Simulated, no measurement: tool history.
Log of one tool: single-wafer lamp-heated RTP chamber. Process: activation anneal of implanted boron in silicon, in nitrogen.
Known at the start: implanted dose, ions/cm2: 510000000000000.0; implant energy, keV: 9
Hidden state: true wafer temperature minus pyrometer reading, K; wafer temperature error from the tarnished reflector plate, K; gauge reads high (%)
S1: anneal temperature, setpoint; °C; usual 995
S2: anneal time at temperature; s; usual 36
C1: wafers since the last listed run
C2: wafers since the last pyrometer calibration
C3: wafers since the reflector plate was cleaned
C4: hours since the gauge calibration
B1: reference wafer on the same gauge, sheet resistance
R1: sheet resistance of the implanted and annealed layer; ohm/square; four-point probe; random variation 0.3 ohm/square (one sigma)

run	hour	S1	S2	C1	C2	C3	C4	B1	R1
1	0	995	31	0	2852	3275	1034.9	224.01	201.47
2	172.9	995	36	1933	4785	5208	1207.8	223.98	201.17
# hour 213.6: reflector plate cleaned
3	218.3	980	36	418	5204	52	1253.2	223.99	204.75
4	265.4	980	36	526	5730	579	1300.3	224	203.98
5	312.8	980	36	530	6260	1109	1347.7	223.94	204.03
6	370.1	995	44	640	6901	1750	1405	223.99	199.79
7	399.9	995	21	333	7234	2083	1434.8	223.98	201.41
8	445.8	995	21	513	7747	2596	1480.7	223.88	201.94
9	496.9	977	23	571	8319	3167	1531.8	224.07	204.7
# hour 531: pyrometer window cleaned and pyrometer calibrated
10	549.1	983	36	494	202	3662	1584	224.02	204.1
11	585.5	983	36	407	609	4069	1620.4	224.07	203.99
12	624.4	983	36	434	1044	4504	1659.3	223.99	203.51
# hour 662.1: gauge calibrated
13	669.7	995	36	506	1550	5010	7.6	224.06	200.65
14	703.7	984	36	380	1930	5390	41.6	223.95	202.17
15	729.1	1020	30	284	2214	5674	67	223.97	199.18
16	800.5	1019	52	798	3013	6473	138.4	224.14	197.39
# hour 822.2: reflector plate cleaned
17	864.3	995	36	623	3637	470	202.2	224.07	201.62
18	932.3	982	36	760	4397	1230	270.2	224.04	204.43
19	978.1	995	23	512	4909	1742	316	223.99	201.83
20	1039.9	1010	19	691	5600	2433	377.8	223.98	200.29
21	1097.1	973	24	639	6240	3073	435	223.93	207.04
22	1151.4	984	36	607	6847	3680	489.3	224.03	201.55
23	1176.9	983	36	285	7132	3965	514.8	223.97	202.44
24	1247.6	983	55	790	7923	4756	585.5	224.02	199.94
25	1273.1	1013	19	285	8208	5041	611	224.07	199.95
# hour 1317.9: pyrometer window cleaned and pyrometer calibrated
26	1327.2	980	22	515	104	5556	665.1	223.98	205.93
# hour 1377.1: reflector plate cleaned
27	1389.7	995	36	609	713	140	727.6	223.99	202.11

Run 28 comes next. What will it give?
28	1459.5	980	54	780	1494	921	797.4	?	?

{"run 28": {"B1": 224.01, "R1": 204.48}}
Without the tool's hidden state the same run would have given R1 205.35 ohm/square.

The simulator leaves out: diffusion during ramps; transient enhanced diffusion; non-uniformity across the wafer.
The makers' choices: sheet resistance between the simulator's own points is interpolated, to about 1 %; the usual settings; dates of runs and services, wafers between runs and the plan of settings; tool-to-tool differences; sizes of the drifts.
